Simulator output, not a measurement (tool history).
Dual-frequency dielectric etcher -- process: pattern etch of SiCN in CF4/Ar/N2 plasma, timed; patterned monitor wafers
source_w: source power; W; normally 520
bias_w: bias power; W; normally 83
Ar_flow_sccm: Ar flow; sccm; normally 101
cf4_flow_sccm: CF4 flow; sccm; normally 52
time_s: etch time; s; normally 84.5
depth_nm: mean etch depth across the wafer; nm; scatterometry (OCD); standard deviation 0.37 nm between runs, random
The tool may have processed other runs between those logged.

run,hour,source_w,bias_w,Ar_flow_sccm,cf4_flow_sccm,time_s,"read-back reference wafer on the same gauge, depth_nm",depth_nm
1,0,520,83,101,52,73.5,93.8,78.2
# hour 61.3: wet clean of the chamber
2,63.3,520,83,101,52,72,93.7,74
3,170.2,520,83,101,52,72,93.6,74.3
4,210.9,520,83,101,52,84.5,93.7,87.9
5,268.6,520,83,101,52,84.5,93.7,88.2
6,371.9,520,83,101,52,84.5,93.6,89.3
7,448,520,77,101,52,84.5,93.7,87.8
# hour 478.5: wet clean of the chamber
8,485.3,520,77,101,52,84.5,93.7,83.6
# hour 529.9: gauge calibrated
9,544.9,520,77,101,52,84.5,93.7,84.1
10,652.8,520,83,101,52,84.5,93.7,87.4
11,740.7,520,83,101,52,84.5,93.6,88.3
# hour 855.2: upper electrode replaced
# hour 867.7: wet clean of the chamber
12,868.2,460,96,101,52,84.5,93.7,83
# hour 886.1: bias power generator calibrated
13,906.3,520,83,101,56,84.5,93.7,86.2
# hour 916: CF4 flow controller replaced
14,972.2,520,83,101,45,84.5,93.6,85.3
# hour 1000.1: Ar flow controller replaced
# hour 1005.1: source power generator calibrated
15,1048.2,590,83,119,43,107.5,93.6,115.2
16,1090.9,420,83,101,52,84.5,93.7,76.1
17,1198.6,520,83,119,52,84.5,93.7,86.7
# hour 1231.6: wet clean of the chamber
18,1276.2,600,83,101,52,84.5,93.8,95.2
19,1331.4,520,83,101,63,84.5,93.9,89.3
20,1411.1,520,66,80,45,84.5,93.8,81.2

Here are 5 independent what-if runs from the current tool condition. What would each one return?
A,1411.5,520,83,101,52,84.5,?,?
B,1411.5,520,100,101,52,100.5,?,?
C,1411.5,520,83,117,42,84.5,?,?
D,1411.5,580,99,101,57,84.5,?,?
E,1411.5,520,83,101,61,73,?,?

run,"read-back reference wafer on the same gauge, depth_nm",depth_nm
A,93.7,87.7
B,93.7,112.2
C,93.7,84.2
D,93.7,102.1
E,93.7,77.2
Without the tool's hidden state the same runs would have given:
run,depth_nm
A,85.8
B,109.7
C,82.3
D,99.8
E,75.4

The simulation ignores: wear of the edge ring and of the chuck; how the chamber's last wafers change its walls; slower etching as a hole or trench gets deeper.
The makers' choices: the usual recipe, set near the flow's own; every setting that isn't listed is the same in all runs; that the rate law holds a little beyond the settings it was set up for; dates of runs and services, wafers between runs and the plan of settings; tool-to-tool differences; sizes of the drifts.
